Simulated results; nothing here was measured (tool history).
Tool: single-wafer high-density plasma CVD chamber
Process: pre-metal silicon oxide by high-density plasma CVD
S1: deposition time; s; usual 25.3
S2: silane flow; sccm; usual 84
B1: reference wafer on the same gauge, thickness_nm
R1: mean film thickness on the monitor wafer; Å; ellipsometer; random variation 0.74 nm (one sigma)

run	hour	S1	S2	B1	R1
1	0.0	24.2	84	213.963	2008.24
2	44.0	24.2	84	213.928	2014.75
3	100.1	25.3	84	213.958	2097.87
4	187.3	21.7	84	214.160	1789.97
5	265.9	21.7	84	213.889	1790.58
6	345.9	25.3	84	213.975	2085.42
# hour 426.9: gauge calibrated
7	430.9	25.3	84	214.080	2095.22
8	663.8	28.5	81	214.218	2261.69
9	713.2	25.3	84	214.092	2084.97
10	794.0	22.4	68	214.063	1495.49
11	851.1	25.3	84	213.949	2077.07
12	943.5	25.3	84	213.982	2095.46
# hour 1055.3: silane flow controller replaced
# hour 1069.1: gauge calibrated
13	1101.6	25.3	70	214.093	1834.31
14	1150.3	20.3	101	214.010	2139.50

Forecast run 15:
15	1228.0	25.3	93	?	?

Run 15 gave B1 213.853, R1 2432.65 Å.
Without the tool's hidden state the same run would have given R1 2475.07 Å.

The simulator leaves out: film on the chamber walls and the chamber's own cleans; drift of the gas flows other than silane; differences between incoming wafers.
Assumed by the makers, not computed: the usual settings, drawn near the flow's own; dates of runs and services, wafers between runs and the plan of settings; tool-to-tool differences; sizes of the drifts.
